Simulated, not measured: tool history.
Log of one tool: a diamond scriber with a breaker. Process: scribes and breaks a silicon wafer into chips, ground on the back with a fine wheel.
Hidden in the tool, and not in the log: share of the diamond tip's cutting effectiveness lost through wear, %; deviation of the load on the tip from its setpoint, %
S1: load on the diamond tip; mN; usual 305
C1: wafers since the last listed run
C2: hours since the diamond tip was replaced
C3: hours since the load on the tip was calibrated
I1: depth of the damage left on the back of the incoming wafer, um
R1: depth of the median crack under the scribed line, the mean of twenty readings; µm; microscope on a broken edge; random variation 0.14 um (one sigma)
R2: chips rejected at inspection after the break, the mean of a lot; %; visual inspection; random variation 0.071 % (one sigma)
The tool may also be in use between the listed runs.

run,hour,S1,C1,C2,C3,I1,R1,R2
1,0,305,0,671.7,1253.7,2.32,11.73,5.14
2,7.6,348,9,679.3,1261.3,2.98,13.07,3.16
3,14.8,348,8,686.5,1268.5,2.68,13.13,2.95
4,31.4,305,20,703.1,1285.1,1.57,11.67,4.94
5,46,305,18,717.7,1299.7,2.84,11.68,6.38
6,55.6,345,11,727.3,1309.3,2.66,12.92,3.01
7,93.5,345,47,765.2,1347.2,1.76,13.07,2.58
8,110.9,243,21,782.6,1364.6,2.4,9.36,17.24
9,127.9,243,21,799.6,1381.6,2.99,9.46,17.55
10,138.9,305,13,810.6,1392.6,1.91,11.57,5.68
11,154.5,305,19,826.2,1408.2,1.69,11.41,5.41
12,193.5,305,48,865.2,1447.2,2.78,11.46,6.25
13,211.2,332,22,882.9,1464.9,1.6,12.45,3.58
14,227.1,305,19,898.8,1480.8,1.54,11.67,5.49
15,237.6,305,13,909.3,1491.3,2.42,11.38,6.38
16,249.1,305,14,920.8,1502.8,2.43,11.53,5.85
# hour 263.1: load on the tip recalibrated
17,263.6,237,15,935.3,0.5,2.05,9.18,18.48
18,272.5,265,11,944.2,9.4,2.5,10.23,12.57
19,282.9,276,12,954.6,19.8,1.55,10.65,9.51
20,300.6,305,22,972.3,37.5,2.08,11.53,5.72
21,313.9,381,16,985.6,50.8,2.67,14.14,2.31
22,328,305,17,999.7,64.9,2.18,11.43,6.05
23,343.9,348,19,1015.6,80.8,2.34,13,2.99
24,357.3,305,16,1029,94.2,1.66,11.56,5.42
25,368.8,305,14,1040.5,105.7,2.59,11.39,6.75
26,379.2,224,12,1050.9,116.1,2.98,8.82,25.3
27,392.6,215,16,1064.3,129.5,2.46,8.29,25.38
28,408.6,343,19,1080.3,145.5,2,12.39,3.18
29,423.2,356,18,1094.9,160.1,1.83,13.04,2.48
30,432.5,246,11,1104.2,169.4,1.98,9.32,16.25
31,445.7,267,16,1117.4,182.6,1.88,10.33,12.18
32,455,305,11,1126.7,191.9,2.94,11.5,7.32
33,469.9,346,18,1141.6,206.8,2.63,12.49,3.41
34,491.4,305,26,1163.1,228.3,2.44,11.62,6.83
# hour 497.4: diamond tip replaced by a new one
35,507.2,262,17,9.8,244.1,2.49,12.21,4.75
36,558,380,63,60.6,294.9,1.97,16.26,4.46
37,569.9,331,14,72.5,306.8,2.41,14.36,2.35
38,576.7,243,8,79.3,313.6,1.74,10.89,8.21
39,587.4,224,13,90,324.3,2.67,9.96,12.84
40,595.1,252,9,97.7,332,2.49,11.15,7.47
41,610.7,305,19,113.3,347.6,2.63,13.24,2.84
42,623.3,272,15,125.9,360.2,1.98,11.62,5.13
43,674.3,360,63,176.9,411.2,1.62,14.91,2.47

3 ways to go on from here, each from the tool as it stands after run 43. What would each give?
A,675,305,0,177.6,411.9,2.37,?,?
B,675,235,0,177.6,411.9,2.37,?,?
C,675,330,0,177.6,411.9,2.37,?,?

run,R1,R2
A,12.83,3.09
B,10.13,12.86
C,13.73,2.39
Without the tool's hidden state the same runs would have given:
run,R1,R2
A,13.85,2.37
B,10.93,8.57
C,14.81,2.79
